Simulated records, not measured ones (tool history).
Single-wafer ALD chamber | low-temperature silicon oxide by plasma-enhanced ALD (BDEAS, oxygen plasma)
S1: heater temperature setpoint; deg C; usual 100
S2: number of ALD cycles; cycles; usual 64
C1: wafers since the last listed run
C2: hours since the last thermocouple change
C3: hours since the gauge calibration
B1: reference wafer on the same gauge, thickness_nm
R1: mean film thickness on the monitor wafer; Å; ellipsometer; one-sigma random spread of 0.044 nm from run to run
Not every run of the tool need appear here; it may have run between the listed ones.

Run 1, day 0.000: usual settings but S1 110 deg C; C1 0; C2 799.1; C3 464.7; B1 11.602. Result: R1 106.21 Å.
Run 2, day 2.646: usual settings; C1 324; C2 862.6; C3 528.2; B1 11.607. Result: R1 110.14 Å.
Run 3, day 4.438: usual settings; C1 219; C2 905.6; C3 571.2; B1 11.591. Result: R1 109.63 Å.
Run 4, day 7.404: usual settings; C1 363; C2 976.8; C3 642.4; B1 11.603. Result: R1 109.56 Å.
Run 5, day 10.233: usual settings; C1 346; C2 1044.7; C3 710.3; B1 11.596. Result: R1 110.31 Å.
Run 6, day 12.646: usual settings; C1 295; C2 1102.6; C3 768.2; B1 11.593. Result: R1 109.50 Å.
At day 17.575: thermocouple changed; heater temperature recalibrated.
Run 7, day 23.925: usual settings but S2 61 cycles; C1 1340; C2 152.4; C3 1038.9; B1 11.600. Result: R1 103.21 Å.
Run 8, day 27.771: usual settings; C1 471; C2 244.7; C3 1131.2; B1 11.608. Result: R1 108.10 Å.
Run 9, day 30.454: usual settings; C1 328; C2 309.1; C3 1195.6; B1 11.602. Result: R1 108.26 Å.
Run 10, day 33.967: usual settings but S1 94 deg C; C1 430; C2 393.4; C3 1279.9; B1 11.600. Result: R1 109.79 Å.
Run 11, day 37.271: usual settings; C1 404; C2 472.7; C3 1359.2; B1 11.605. Result: R1 108.55 Å.
Run 12, day 39.996: usual settings; C1 333; C2 538.1; C3 1424.6; B1 11.602. Result: R1 108.62 Å.
At day 40.700: gauge calibrated.
Run 13, day 42.508: usual settings; C1 307; C2 598.4; C3 43.4; B1 11.600. Result: R1 108.43 Å.
Run 14, day 45.817: usual settings but S1 88 deg C; C1 405; C2 677.8; C3 122.8; B1 11.607. Result: R1 113.80 Å.
Run 15, day 48.929: usual settings but S1 88 deg C; C1 381; C2 752.5; C3 197.5; B1 11.596. Result: R1 112.92 Å.
Run 16, day 52.929: usual settings but S1 88 deg C; C1 490; C2 848.5; C3 293.5; B1 11.596. Result: R1 113.90 Å.
Run 17, day 55.496: usual settings; C1 314; C2 910.1; C3 355.1; B1 11.588. Result: R1 110.03 Å.
Run 18, day 57.500: usual settings but S1 110 deg C; C1 245; C2 958.2; C3 403.2; B1 11.598. Result: R1 106.95 Å.
Run 19, day 60.621: usual settings but S1 92 deg C; C1 382; C2 1033.1; C3 478.1; B1 11.603. Result: R1 113.13 Å.
Run 20, day 63.033: usual settings but S1 89 deg C, S2 57 cycles; C1 295; C2 1091.0; C3 536.0; B1 11.596. Result: R1 101.78 Å.
Run 21, day 66.442: usual settings but S1 90 deg C; C1 417; C2 1172.8; C3 617.8; B1 11.604. Result: R1 113.21 Å.
Run 22, day 69.346: usual settings but S1 107 deg C, S2 73 cycles; C1 355; C2 1242.5; C3 687.5; B1 11.598. Result: R1 123.10 Å.
At day 70.829: thermocouple changed; heater temperature recalibrated.
Run 23, day 71.271: usual settings but S1 108 deg C, S2 54 cycles; C1 194; C2 10.6; C3 733.7; B1 11.585. Result: R1 90.18 Å.
Run 24, day 73.542: usual settings; C1 278; C2 65.1; C3 788.2; B1 11.588. Result: R1 108.07 Å.
Run 25, day 77.883: usual settings but S1 112 deg C, S2 60 cycles; C1 531; C2 169.3; C3 892.4; B1 11.597. Result: R1 99.21 Å.
Run 26, day 81.888: usual settings; C1 490; C2 265.4; C3 988.5; B1 11.603. Result: R1 108.96 Å.
Run 27, day 84.608: usual settings but S1 94 deg C, S2 52 cycles; C1 333; C2 330.7; C3 1053.8; B1 11.600. Result: R1 89.59 Å.
Run 28, day 88.750: usual settings but S1 106 deg C, S2 73 cycles; C1 507; C2 430.1; C3 1153.2; B1 11.602. Result: R1 122.43 Å.
At day 90.946: gauge calibrated.
Run 29, day 92.296: usual settings but S1 110 deg C, S2 71 cycles; C1 434; C2 515.2; C3 32.4; B1 11.605. Result: R1 118.44 Å.
Run 30, day 96.717: usual settings but S1 107 deg C, S2 72 cycles; C1 541; C2 621.3; C3 138.5; B1 11.596. Result: R1 120.31 Å.
Run 31, day 100.396: usual settings; C1 450; C2 709.6; C3 226.8; B1 11.595. Result: R1 109.56 Å.
Run 32, day 104.550: usual settings but S1 107 deg C, S2 71 cycles; C1 508; C2 809.3; C3 326.5; B1 11.591. Result: R1 119.02 Å.
Run 33, day 106.462: usual settings but S1 94 deg C, S2 54 cycles; C1 234; C2 855.2; C3 372.4; B1 11.604. Result: R1 94.52 Å.
Run 34, day 108.208: usual settings but S1 114 deg C, S2 55 cycles; C1 213; C2 897.1; C3 414.3; B1 11.604. Result: R1 90.90 Å.

Alternative continuations, all from the tool just after run 34; predict every row:
Run A, day 108.229: usual settings but S1 109 deg C; C1 2; C2 897.6; C3 414.8; B1 ?. Result: R1 ?.
Run B, day 108.229: usual settings but S2 57 cycles; C1 2; C2 897.6; C3 414.8; B1 ?. Result: R1 ?.
Run C, day 108.229: usual settings but S1 88 deg C, S2 72 cycles; C1 2; C2 897.6; C3 414.8; B1 ?. Result: R1 ?.
Run D, day 108.229: usual settings but S1 110 deg C, S2 53 cycles; C1 2; C2 897.6; C3 414.8; B1 ?. Result: R1 ?.

run      B1      R1
  A  11.600  107.17
  B  11.600   97.76
  C  11.600  128.44
  D  11.600   88.60
Take away the tool's hidden state, keep each run's random variation, and the runs would have read:
run      R1
  A  106.22
  B   96.07
  C  126.32
  D   87.81
